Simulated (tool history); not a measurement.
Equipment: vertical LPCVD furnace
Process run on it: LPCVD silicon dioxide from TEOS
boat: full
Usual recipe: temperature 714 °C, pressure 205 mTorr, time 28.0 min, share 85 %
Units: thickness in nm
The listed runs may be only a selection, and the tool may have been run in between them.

run,hour,temperature,pressure,time,share,"read-back reference wafer on the same gauge, thickness",thickness
1,0.0,714,205,28.0,85,226.30,295.59
2,12.6,714,205,28.0,85,226.09,297.12
3,39.5,714,205,28.0,85,225.83,296.59
4,67.1,714,205,28.0,85,226.10,296.51
# hour 110.8: TEOS flow controller replaced
5,111.3,714,205,28.0,85,226.06,297.92
6,126.1,714,175,24.0,85,226.20,237.23
# hour 221.8: pressure gauge zeroed
# hour 231.1: thermocouples replaced and temperature profile calibrated
7,231.6,714,175,24.0,85,225.98,212.43
8,262.2,714,175,24.0,85,226.10,213.78
9,281.8,714,205,28.0,81,226.09,263.76
10,317.8,725,250,28.0,85,226.04,377.74
11,351.1,714,205,28.0,85,225.90,268.50
12,377.5,722,190,38.0,91,225.84,436.67
13,400.7,714,205,20.5,71,226.05,179.14
14,423.5,724,230,28.0,76,225.92,337.79
15,446.7,714,205,28.0,85,225.82,267.29
16,462.1,714,205,28.0,85,226.09,270.61
17,479.7,705,155,34.0,72,225.95,213.32
18,497.0,714,235,35.5,96,225.99,389.24
# hour 515.5: gauge calibrated
19,518.8,714,155,34.5,85,225.95,288.12
20,547.4,726,185,23.5,72,226.05,259.14
21,580.4,710,175,28.0,85,226.01,227.78
22,595.8,704,245,28.0,85,226.11,235.06
23,629.9,717,205,28.0,74,226.11,268.75
24,656.9,709,205,28.0,85,226.02,241.78
25,681.3,714,175,21.5,93,226.06,198.93
26,715.0,708,155,19.5,97,226.21,152.32
27,744.1,721,205,28.0,85,226.08,315.31
28,772.5,714,160,28.0,85,226.09,236.43
29,799.4,709,205,28.0,85,226.03,241.11
30,823.0,714,205,28.0,85,226.22,270.17

Below are 5 alternative next runs, each starting from the tool's condition after run 30. Predict each:
A,827.4,714,205,28.0,85,?,?
B,827.4,714,185,28.0,85,?,?
C,827.4,710,220,28.0,85,?,?
D,827.4,714,205,24.5,85,?,?
E,827.4,726,230,21.0,90,?,?

run,"read-back reference wafer on the same gauge, thickness",thickness
A,225.91,272.67
B,225.91,259.03
C,225.91,258.00
D,225.91,238.59
E,225.91,291.26
Take away the tool's hidden state, keep each run's random variation, and the runs would have read:
run,thickness
A,268.50
B,255.07
C,254.02
D,234.94
E,286.91

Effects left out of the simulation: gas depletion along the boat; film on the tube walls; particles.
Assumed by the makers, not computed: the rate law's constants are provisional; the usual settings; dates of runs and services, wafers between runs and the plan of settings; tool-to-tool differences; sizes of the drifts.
